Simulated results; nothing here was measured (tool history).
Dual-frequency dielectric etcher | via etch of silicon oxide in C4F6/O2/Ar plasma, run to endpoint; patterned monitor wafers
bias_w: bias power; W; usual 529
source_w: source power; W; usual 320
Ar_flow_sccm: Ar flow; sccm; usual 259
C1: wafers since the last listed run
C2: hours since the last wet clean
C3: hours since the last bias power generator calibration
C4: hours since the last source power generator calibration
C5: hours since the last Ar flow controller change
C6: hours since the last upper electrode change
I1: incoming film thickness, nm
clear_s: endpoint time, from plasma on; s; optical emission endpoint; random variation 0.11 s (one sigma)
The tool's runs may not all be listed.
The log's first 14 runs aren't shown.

At hour 319.2: bias power generator calibrated.
Run 15, hour 320.0: usual settings but bias_w 478 W; C1 149; C2 539.3; C3 0.8; C4 180.4; C5 27.6; C6 77.8; I1 82.1. Result: clear_s 20.8 s.
Run 16, hour 334.8: usual settings but Ar_flow_sccm 279 sccm; C1 207; C2 554.1; C3 15.6; C4 195.2; C5 42.4; C6 92.6; I1 81.8. Result: clear_s 19.5 s.
Run 17, hour 362.5: usual settings but Ar_flow_sccm 219 sccm; C1 387; C2 581.8; C3 43.3; C4 222.9; C5 70.1; C6 120.3; I1 82.2. Result: clear_s 19.1 s.
Run 18, hour 385.1: usual settings but bias_w 589 W, source_w 370 W; C1 316; C2 604.4; C3 65.9; C4 245.5; C5 92.7; C6 142.9; I1 81.6. Result: clear_s 17.1 s.
At hour 418.6: wet clean of the chamber.
Run 19, hour 419.1: usual settings; C1 139; C2 0.5; C3 99.9; C4 279.5; C5 126.7; C6 176.9; I1 82.9. Result: clear_s 20.1 s.
Run 20, hour 436.9: usual settings but source_w 280 W, Ar_flow_sccm 230 sccm; C1 249; C2 18.3; C3 117.7; C4 297.3; C5 144.5; C6 194.7; I1 81.4. Result: clear_s 20.8 s.
Run 21, hour 454.2: usual settings but bias_w 570 W, source_w 390 W, Ar_flow_sccm 295 sccm; C1 242; C2 35.6; C3 135.0; C4 314.6; C5 161.8; C6 212.0; I1 82.5. Result: clear_s 17.6 s.
Run 22, hour 485.4: usual settings; C1 436; C2 66.8; C3 166.2; C4 345.8; C5 193.0; C6 243.2; I1 82.0. Result: clear_s 19.9 s.
Run 23, hour 514.7: usual settings but bias_w 630 W, source_w 340 W; C1 409; C2 96.1; C3 195.5; C4 375.1; C5 222.3; C6 272.5; I1 81.7. Result: clear_s 17.4 s.
Run 24, hour 545.5: usual settings but bias_w 630 W, source_w 390 W, Ar_flow_sccm 319 sccm; C1 430; C2 126.9; C3 226.3; C4 405.9; C5 253.1; C6 303.3; I1 82.4. Result: clear_s 17.0 s.
Run 25, hour 572.6: usual settings; C1 379; C2 154.0; C3 253.4; C4 433.0; C5 280.2; C6 330.4; I1 82.6. Result: clear_s 19.7 s.
Run 26, hour 586.2: usual settings but bias_w 473 W, source_w 270 W, Ar_flow_sccm 306 sccm; C1 190; C2 167.6; C3 267.0; C4 446.6; C5 293.8; C6 344.0; I1 82.6. Result: clear_s 23.6 s.
Run 27, hour 616.4: usual settings but Ar_flow_sccm 276 sccm; C1 422; C2 197.8; C3 297.2; C4 476.8; C5 324.0; C6 374.2; I1 82.3. Result: clear_s 19.9 s.
Run 28, hour 629.4: usual settings but bias_w 486 W, source_w 240 W, Ar_flow_sccm 231 sccm; C1 181; C2 210.8; C3 310.2; C4 489.8; C5 337.0; C6 387.2; I1 82.0. Result: clear_s 23.6 s.
Run 29, hour 654.5: usual settings but bias_w 630 W, source_w 340 W; C1 351; C2 235.9; C3 335.3; C4 514.9; C5 362.1; C6 412.3; I1 82.7. Result: clear_s 17.6 s.
Run 30, hour 689.2: usual settings but bias_w 617 W, source_w 390 W, Ar_flow_sccm 290 sccm; C1 485; C2 270.6; C3 370.0; C4 549.6; C5 396.8; C6 447.0; I1 82.1. Result: clear_s 16.8 s.

3 ways to go on from here, each from the tool as it stands after run 30. What would each give?
Run A, hour 689.6: usual settings; C1 5; C2 271.0; C3 370.4; C4 550.0; C5 397.2; C6 447.4; I1 82.8. Result: clear_s ?.
Run B, hour 689.6: usual settings but bias_w 652 W, source_w 360 W, Ar_flow_sccm 201 sccm; C1 5; C2 271.0; C3 370.4; C4 550.0; C5 397.2; C6 447.4; I1 82.8. Result: clear_s ?.
Run C, hour 689.6: usual settings but bias_w 472 W, source_w 350 W, Ar_flow_sccm 206 sccm; C1 5; C2 271.0; C3 370.4; C4 550.0; C5 397.2; C6 447.4; I1 82.8. Result: clear_s ?.

run  clear_s
  A     20.0
  B     16.3
  C     20.1
Without the tool's hidden state the same runs would have given:
run  clear_s
  A     20.3
  B     16.5
  C     20.3

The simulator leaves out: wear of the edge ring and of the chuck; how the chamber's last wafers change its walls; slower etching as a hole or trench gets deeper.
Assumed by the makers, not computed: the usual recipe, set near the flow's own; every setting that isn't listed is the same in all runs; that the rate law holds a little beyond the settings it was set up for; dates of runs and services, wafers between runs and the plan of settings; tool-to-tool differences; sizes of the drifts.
